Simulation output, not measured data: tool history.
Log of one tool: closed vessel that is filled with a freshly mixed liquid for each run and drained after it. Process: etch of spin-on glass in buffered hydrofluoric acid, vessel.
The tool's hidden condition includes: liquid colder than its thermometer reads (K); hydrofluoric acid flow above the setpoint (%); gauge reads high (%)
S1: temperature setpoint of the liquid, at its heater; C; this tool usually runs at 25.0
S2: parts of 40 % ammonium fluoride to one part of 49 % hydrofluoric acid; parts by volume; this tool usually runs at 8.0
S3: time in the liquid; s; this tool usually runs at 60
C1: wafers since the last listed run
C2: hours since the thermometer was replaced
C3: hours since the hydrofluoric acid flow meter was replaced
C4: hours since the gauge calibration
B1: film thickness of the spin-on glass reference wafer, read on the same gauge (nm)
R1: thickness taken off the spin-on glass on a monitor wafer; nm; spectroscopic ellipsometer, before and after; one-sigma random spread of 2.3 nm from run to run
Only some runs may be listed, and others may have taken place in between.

run    hour    S1    S2  S3     C1      C2      C3     C4      B1      R1
  1     0.0  25.0  10.0  60      0  1303.9   936.4  160.3  109.99  289.77
  2    41.6  25.0  10.0  60   6010  1345.5   978.0  201.9  110.00  289.31
  3    88.3  25.0  10.0  60   6747  1392.2  1024.7  248.6  109.98  287.80
  4   156.8  24.0  10.0  60   9897  1460.7  1093.2  317.1  109.99  273.56
  5   363.9  25.0   8.0  70  29923  1667.8  1300.3  524.2  109.99  409.11
  6   418.9  25.0   8.0  70   7946  1722.8  1355.3  579.2  110.02  407.53
  7   447.9  25.0   8.0  60   4190  1751.8  1384.3  608.2  110.01  350.56
  8   508.1  25.0   8.0  60   8698  1812.0  1444.5  668.4  110.00  351.79
  9   547.1  25.0   8.0  60   5635  1851.0  1483.5  707.4  110.02  349.68
      549.2  -- thermometer replaced
      580.6  -- hydrofluoric acid flow meter replaced
 10   597.9  25.0   8.0  60   7051    48.7    17.3  758.2  110.04  375.93
 11   652.6  25.0   8.0  60   7903   103.4    72.0  812.9  110.00  373.91
      653.7  -- gauge calibrated
 12   721.0  28.5  10.5  50   9883   171.8   140.4   67.3  109.97  295.55
 13   777.3  21.0   8.0  95   8134   228.1   196.7  123.6  109.99  471.42
 14   813.2  29.5   5.5  50   5187   264.0   232.6  159.5  109.99  556.23
 15   846.6  25.0   8.0  60   4825   297.4   266.0  192.9  110.00  369.76
 16   881.9  21.0   6.5  30   5100   332.7   301.3  228.2  109.99  183.22
 17   942.4  25.0   8.0  60   8741   393.2   361.8  288.7  109.99  367.61
 18   975.7  21.5   6.5  75   4811   426.5   395.1  322.0  110.00  465.53
 19  1025.6  22.5   8.0  60   7210   476.4   445.0  371.9  109.97  322.03
 20  1072.7  25.0   8.0  40   6805   523.5   492.1  419.0  109.99  243.41
 21  1130.5  25.0   8.0  40   8351   581.3   549.9  476.8  110.00  245.68
 22  1194.5  23.0   8.0  80   9247   645.3   613.9  540.8  110.00  434.87

Entry by entry between the runs, the difference in hidden state between the last listed run before and the first listed run after:
Logged between run 9 and run 10: thermometer replaced (hour 549.2); hydrofluoric acid flow meter replaced (hour 580.6)
  liquid colder than its thermometer reads (K): 2.18 -> 0.264; hydrofluoric acid flow above the setpoint (%): 3.98 -> 0.412
  the result without the hidden state subtracted from the measured one, R1: -27.85 -> -3.63 nm
Logged between run 11 and run 12: gauge calibrated (hour 653.7)
  liquid colder than its thermometer reads (K): 0.326 -> 0.404; hydrofluoric acid flow above the setpoint (%): 0.557 -> 0.738
  the result without the hidden state subtracted from the measured one, R1: -4.48 -> -4.19 nm
